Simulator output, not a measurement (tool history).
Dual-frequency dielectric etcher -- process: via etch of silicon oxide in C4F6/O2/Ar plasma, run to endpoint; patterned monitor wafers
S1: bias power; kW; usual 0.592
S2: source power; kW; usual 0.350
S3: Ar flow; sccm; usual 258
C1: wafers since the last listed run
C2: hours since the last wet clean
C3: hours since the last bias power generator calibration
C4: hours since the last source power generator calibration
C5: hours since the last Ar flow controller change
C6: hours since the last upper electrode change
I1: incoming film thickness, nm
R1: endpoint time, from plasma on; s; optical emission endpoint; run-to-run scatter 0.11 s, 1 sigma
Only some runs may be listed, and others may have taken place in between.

{"run": 1, "hour": 0.0, "S1": 0.562, "S2": 0.35, "S3": 258, "C1": 0, "C2": 177.6, "C3": 4279.4, "C4": 2772.3, "C5": 4741.6, "C6": 5809.6, "I1": 125.2, "R1": 26.3}
{"run": 2, "hour": 46.3, "S1": 0.562, "S2": 0.35, "S3": 258, "C1": 469, "C2": 223.9, "C3": 4325.7, "C4": 2818.6, "C5": 4787.9, "C6": 5855.9, "I1": 125.7, "R1": 26.5}
{"run": 3, "hour": 121.1, "S1": 0.592, "S2": 0.32, "S3": 302, "C1": 757, "C2": 298.7, "C3": 4400.5, "C4": 2893.4, "C5": 4862.7, "C6": 5930.7, "I1": 127.4, "R1": 27.7}
{"run": 4, "hour": 237.0, "S1": 0.678, "S2": 0.35, "S3": 258, "C1": 1174, "C2": 414.6, "C3": 4516.4, "C4": 3009.3, "C5": 4978.6, "C6": 6046.6, "I1": 125.4, "R1": 24.3}
{"run": 5, "hour": 303.8, "S1": 0.678, "S2": 0.35, "S3": 258, "C1": 676, "C2": 481.4, "C3": 4583.2, "C4": 3076.1, "C5": 5045.4, "C6": 6113.4, "I1": 125.7, "R1": 24.2}
{"hour": 350.8, "done": "wet clean of the chamber"}
{"run": 6, "hour": 373.6, "S1": 0.678, "S2": 0.35, "S3": 258, "C1": 464, "C2": 22.8, "C3": 4653.0, "C4": 3145.9, "C5": 5115.2, "C6": 6183.2, "I1": 125.6, "R1": 25.3}
{"run": 7, "hour": 415.8, "S1": 0.592, "S2": 0.29, "S3": 258, "C1": 427, "C2": 65.0, "C3": 4695.2, "C4": 3188.1, "C5": 5157.4, "C6": 6225.4, "I1": 125.4, "R1": 28.1}
{"run": 8, "hour": 497.8, "S1": 0.592, "S2": 0.29, "S3": 258, "C1": 830, "C2": 147.0, "C3": 4777.2, "C4": 3270.1, "C5": 5239.4, "C6": 6307.4, "I1": 125.1, "R1": 27.8}
{"run": 9, "hour": 568.0, "S1": 0.592, "S2": 0.29, "S3": 258, "C1": 711, "C2": 217.2, "C3": 4847.4, "C4": 3340.3, "C5": 5309.6, "C6": 6377.6, "I1": 127.3, "R1": 28.0}
{"hour": 595.8, "done": "upper electrode replaced"}
{"hour": 610.3, "done": "Ar flow controller replaced"}
{"hour": 632.0, "done": "source power generator calibrated"}
{"hour": 645.8, "done": "bias power generator calibrated"}
{"run": 10, "hour": 697.4, "S1": 0.592, "S2": 0.35, "S3": 301, "C1": 926, "C2": 346.6, "C3": 51.6, "C4": 65.4, "C5": 87.1, "C6": 101.6, "I1": 125.2, "R1": 26.2}
{"run": 11, "hour": 751.5, "S1": 0.592, "S2": 0.35, "S3": 301, "C1": 548, "C2": 400.7, "C3": 105.7, "C4": 119.5, "C5": 141.2, "C6": 155.7, "I1": 125.2, "R1": 26.2}
{"hour": 799.1, "done": "wet clean of the chamber"}
{"run": 12, "hour": 799.6, "S1": 0.592, "S2": 0.35, "S3": 258, "C1": 244, "C2": 0.5, "C3": 153.8, "C4": 167.6, "C5": 189.3, "C6": 203.8, "I1": 125.9, "R1": 26.7}
{"run": 13, "hour": 852.5, "S1": 0.698, "S2": 0.33, "S3": 312, "C1": 536, "C2": 53.4, "C3": 206.7, "C4": 220.5, "C5": 242.2, "C6": 256.7, "I1": 126.4, "R1": 26.2}
{"run": 14, "hour": 902.0, "S1": 0.592, "S2": 0.35, "S3": 258, "C1": 501, "C2": 102.9, "C3": 256.2, "C4": 270.0, "C5": 291.7, "C6": 306.2, "I1": 126.9, "R1": 26.5}
{"run": 15, "hour": 943.1, "S1": 0.71, "S2": 0.35, "S3": 258, "C1": 416, "C2": 144.0, "C3": 297.3, "C4": 311.1, "C5": 332.8, "C6": 347.3, "I1": 124.8, "R1": 24.1}
{"run": 16, "hour": 1001.5, "S1": 0.533, "S2": 0.35, "S3": 321, "C1": 591, "C2": 202.4, "C3": 355.7, "C4": 369.5, "C5": 391.2, "C6": 405.7, "I1": 126.5, "R1": 28.0}
{"run": 17, "hour": 1107.8, "S1": 0.683, "S2": 0.35, "S3": 227, "C1": 1077, "C2": 308.7, "C3": 462.0, "C4": 475.8, "C5": 497.5, "C6": 512.0, "I1": 125.1, "R1": 23.8}
{"run": 18, "hour": 1219.5, "S1": 0.592, "S2": 0.35, "S3": 258, "C1": 1131, "C2": 420.4, "C3": 573.7, "C4": 587.5, "C5": 609.2, "C6": 623.7, "I1": 127.1, "R1": 25.6}
{"hour": 1286.4, "done": "wet clean of the chamber"}
{"run": 19, "hour": 1320.1, "S1": 0.592, "S2": 0.35, "S3": 258, "C1": 776, "C2": 33.7, "C3": 674.3, "C4": 688.1, "C5": 709.8, "C6": 724.3, "I1": 124.2, "R1": 26.0}
{"run": 20, "hour": 1412.6, "S1": 0.592, "S2": 0.35, "S3": 258, "C1": 937, "C2": 126.2, "C3": 766.8, "C4": 780.6, "C5": 802.3, "C6": 816.8, "I1": 126.1, "R1": 26.3}
{"run": 21, "hour": 1473.4, "S1": 0.592, "S2": 0.35, "S3": 258, "C1": 616, "C2": 187.0, "C3": 827.6, "C4": 841.4, "C5": 863.1, "C6": 877.6, "I1": 126.1, "R1": 25.9}
{"run": 22, "hour": 1568.9, "S1": 0.459, "S2": 0.3, "S3": 309, "C1": 967, "C2": 282.5, "C3": 923.1, "C4": 936.9, "C5": 958.6, "C6": 973.1, "I1": 126.8, "R1": 30.8}
{"run": 23, "hour": 1662.2, "S1": 0.592, "S2": 0.35, "S3": 233, "C1": 945, "C2": 375.8, "C3": 1016.4, "C4": 1030.2, "C5": 1051.9, "C6": 1066.4, "I1": 125.3, "R1": 25.1}
{"run": 24, "hour": 1743.0, "S1": 0.478, "S2": 0.27, "S3": 298, "C1": 818, "C2": 456.6, "C3": 1097.2, "C4": 1111.0, "C5": 1132.7, "C6": 1147.2, "I1": 125.7, "R1": 30.4}
{"run": 25, "hour": 1788.3, "S1": 0.592, "S2": 0.44, "S3": 308, "C1": 459, "C2": 501.9, "C3": 1142.5, "C4": 1156.3, "C5": 1178.0, "C6": 1192.5, "I1": 126.7, "R1": 24.1}

For each run, what was the tool's unlogged condition?
bias power that arrives over what is set, %: 0 across all the runs
source power that arrives over what is set, %: 0 across all the runs
Ar flow that arrives over what is set, %: 0 across all the runs
H1: etch rate over this chamber's usual, %
run=1 H1=1.52
run=2 H1=1.97
run=3 H1=2.69
run=4 H1=3.81
run=5 H1=4.46
run=6 H1=0.0914
run=7 H1=0.499
run=8 H1=1.29
run=9 H1=1.97
run=10 H1=3.22
run=11 H1=3.74
run=12 H1=0.526
run=13 H1=1.04
run=14 H1=1.51
run=15 H1=1.91
run=16 H1=2.48
run=17 H1=3.5
run=18 H1=4.58
run=19 H1=0.85
run=20 H1=1.74
run=21 H1=2.33
run=22 H1=3.25
run=23 H1=4.15
run=24 H1=4.93
run=25 H1=5.37

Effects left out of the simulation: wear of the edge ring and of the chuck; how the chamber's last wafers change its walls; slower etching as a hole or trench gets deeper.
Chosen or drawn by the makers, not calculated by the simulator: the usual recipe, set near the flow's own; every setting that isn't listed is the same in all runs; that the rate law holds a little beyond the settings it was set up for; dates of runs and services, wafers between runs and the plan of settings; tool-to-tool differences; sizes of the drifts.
